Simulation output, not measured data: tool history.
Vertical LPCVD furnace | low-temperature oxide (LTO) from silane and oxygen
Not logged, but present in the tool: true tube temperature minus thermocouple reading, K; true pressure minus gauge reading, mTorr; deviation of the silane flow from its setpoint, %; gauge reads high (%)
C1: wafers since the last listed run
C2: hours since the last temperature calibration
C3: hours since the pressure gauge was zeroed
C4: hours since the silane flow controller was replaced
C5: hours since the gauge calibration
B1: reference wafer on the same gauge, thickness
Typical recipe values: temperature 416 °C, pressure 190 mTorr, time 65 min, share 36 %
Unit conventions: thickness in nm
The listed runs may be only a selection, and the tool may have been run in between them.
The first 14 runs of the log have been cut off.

run 15 hour=399.5 | temperature=416 pressure=205 time=40 share=36 | C1=571 C2=121 C3=127.2 C4=146.2 C5=1239.3 | B1=548.76 | thickness=420.23
run 16 hour=414.9 | temperature=416 pressure=190 time=65 share=36 | C1=264 C2=136.4 C3=142.6 C4=161.6 C5=1254.7 | B1=549.15 | thickness=632.13
-- hour=448.8 gauge calibrated
run 17 hour=455.6 | temperature=423 pressure=220 time=44.5 share=29 | C1=700 C2=177.1 C3=183.3 C4=202.3 C5=6.8 | B1=549.37 | thickness=401.8
run 18 hour=471.4 | temperature=416 pressure=190 time=75.5 share=29 | C1=271 C2=192.9 C3=199.1 C4=218.1 C5=22.6 | B1=548.39 | thickness=549.34
run 19 hour=497.2 | temperature=410 pressure=190 time=51.5 share=38 | C1=443 C2=218.7 C3=224.9 C4=243.9 C5=48.4 | B1=549.34 | thickness=504.03
run 20 hour=511.9 | temperature=416 pressure=190 time=65 share=36 | C1=252 C2=233.4 C3=239.6 C4=258.6 C5=63.1 | B1=549.07 | thickness=632.15
run 21 hour=537.6 | temperature=416 pressure=190 time=65 share=36 | C1=442 C2=259.1 C3=265.3 C4=284.3 C5=88.8 | B1=549.46 | thickness=632.55
run 22 hour=562.5 | temperature=416 pressure=165 time=65 share=41 | C1=428 C2=284 C3=290.2 C4=309.2 C5=113.7 | B1=549.11 | thickness=639.47

Run 23 is up next; what results do you expect?
run 23 hour=583.5 | temperature=416 pressure=205 time=65 share=43 | C1=361 C2=305 C3=311.2 C4=330.2 C5=134.7 | B1=? | thickness=?

B1: 549.23
thickness: 838.89 nm
Without the tool's hidden state the same run would have given thickness 831.45 nm.
